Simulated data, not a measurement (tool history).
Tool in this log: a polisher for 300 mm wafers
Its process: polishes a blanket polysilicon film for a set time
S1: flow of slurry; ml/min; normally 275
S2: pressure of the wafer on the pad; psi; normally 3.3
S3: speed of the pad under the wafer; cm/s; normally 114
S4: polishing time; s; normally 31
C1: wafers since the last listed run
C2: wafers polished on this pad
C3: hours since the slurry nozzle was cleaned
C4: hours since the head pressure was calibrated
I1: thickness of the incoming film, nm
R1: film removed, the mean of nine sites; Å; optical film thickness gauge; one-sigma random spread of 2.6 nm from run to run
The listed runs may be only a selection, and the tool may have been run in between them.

Run 1, hour 0.0: usual settings; C1 0; C2 3656; C3 185.2; C4 13.9; I1 971.2. Result: R1 3107 Å.
At hour 18.0: worn pad replaced by a new one.
Run 2, hour 82.4: usual settings; C1 1220; C2 1002; C3 267.6; C4 96.3; I1 978.2. Result: R1 3209 Å.
Run 3, hour 174.0: usual settings; C1 1425; C2 2427; C3 359.2; C4 187.9; I1 994.1. Result: R1 3226 Å.
Run 4, hour 223.7: usual settings but S2 2.5 psi, S4 24 s; C1 773; C2 3201; C3 408.9; C4 237.6; I1 989.3. Result: R1 2069 Å.
Run 5, hour 262.2: usual settings but S2 2.5 psi, S4 24 s; C1 599; C2 3800; C3 447.4; C4 276.1; I1 963.9. Result: R1 2087 Å.
At hour 314.6: worn pad replaced by a new one.
Run 6, hour 324.5: usual settings but S2 2.5 psi, S4 24 s; C1 907; C2 154; C3 509.7; C4 338.4; I1 986.3. Result: R1 2117 Å.
At hour 423.2: slurry nozzle cleaned.
Run 7, hour 430.3: usual settings; C1 1631; C2 1785; C3 7.1; C4 444.2; I1 991.6. Result: R1 3169 Å.
Run 8, hour 535.5: usual settings; C1 1637; C2 3423; C3 112.3; C4 549.4; I1 966.4. Result: R1 3135 Å.
At hour 567.7: worn pad replaced by a new one.
Run 9, hour 634.1: usual settings; C1 1472; C2 1033; C3 210.9; C4 648.0; I1 981.7. Result: R1 3213 Å.
At hour 670.8: head pressure recalibrated.
Run 10, hour 678.3: usual settings; C1 656; C2 1690; C3 255.1; C4 7.5; I1 994.1. Result: R1 3186 Å.
Run 11, hour 763.4: usual settings but S1 360 ml/min, S3 74 cm/s, S4 21 s; C1 1324; C2 3014; C3 340.2; C4 92.6; I1 1001.0. Result: R1 1413 Å.
Run 12, hour 832.5: usual settings but S1 215 ml/min; C1 1075; C2 4090; C3 409.3; C4 161.7; I1 981.7. Result: R1 3048 Å.
At hour 868.8: worn pad replaced by a new one.
Run 13, hour 895.2: usual settings but S2 2.5 psi, S4 24 s; C1 913; C2 410; C3 472.0; C4 224.4; I1 958.7. Result: R1 2154 Å.
Run 14, hour 941.7: usual settings but S1 345 ml/min; C1 723; C2 1134; C3 518.5; C4 270.9; I1 983.2. Result: R1 3281 Å.
At hour 994.2: slurry nozzle cleaned.
Run 15, hour 1024.5: usual settings but S1 190 ml/min, S2 2.3 psi; C1 1273; C2 2407; C3 30.3; C4 353.7; I1 972.9. Result: R1 2534 Å.
At hour 1104.2: worn pad replaced by a new one.
Run 16, hour 1108.2: usual settings but S1 320 ml/min, S2 2.4 psi, S3 140 cm/s; C1 1240; C2 62; C3 114.0; C4 437.4; I1 981.7. Result: R1 3379 Å.
Run 17, hour 1169.9: usual settings but S2 2.7 psi, S3 84 cm/s, S4 26 s; C1 960; C2 1023; C3 175.7; C4 499.1; I1 983.8. Result: R1 1756 Å.
Run 18, hour 1246.3: usual settings; C1 1189; C2 2212; C3 252.1; C4 575.5; I1 978.1. Result: R1 3219 Å.
Run 19, hour 1331.4: usual settings but S1 230 ml/min; C1 1324; C2 3537; C3 337.2; C4 660.6; I1 980.7. Result: R1 3124 Å.

5 ways to go on from here, each from the tool as it stands after run 19. What would each give?
Run A, hour 1331.8: usual settings but S2 4.2 psi; C1 6; C2 3543; C3 337.6; C4 661.0; I1 972.2. Result: R1 ?.
Run B, hour 1331.8: usual settings but S1 310 ml/min, S3 144 cm/s; C1 6; C2 3543; C3 337.6; C4 661.0; I1 972.2. Result: R1 ?.
Run C, hour 1331.8: usual settings but S3 138 cm/s; C1 6; C2 3543; C3 337.6; C4 661.0; I1 972.2. Result: R1 ?.
Run D, hour 1331.8: usual settings but S2 3.6 psi, S4 40 s; C1 6; C2 3543; C3 337.6; C4 661.0; I1 972.2. Result: R1 ?.
Run E, hour 1331.8: usual settings but S2 3.7 psi; C1 6; C2 3543; C3 337.6; C4 661.0; I1 972.2. Result: R1 ?.

run    R1
  A  3662
  B  4008
  C  3810
  D  4283
  E  3376
Take away the tool's hidden state, keep each run's random variation, and the runs would have read:
run    R1
  A  3802
  B  4161
  C  3955
  D  4446
  E  3505
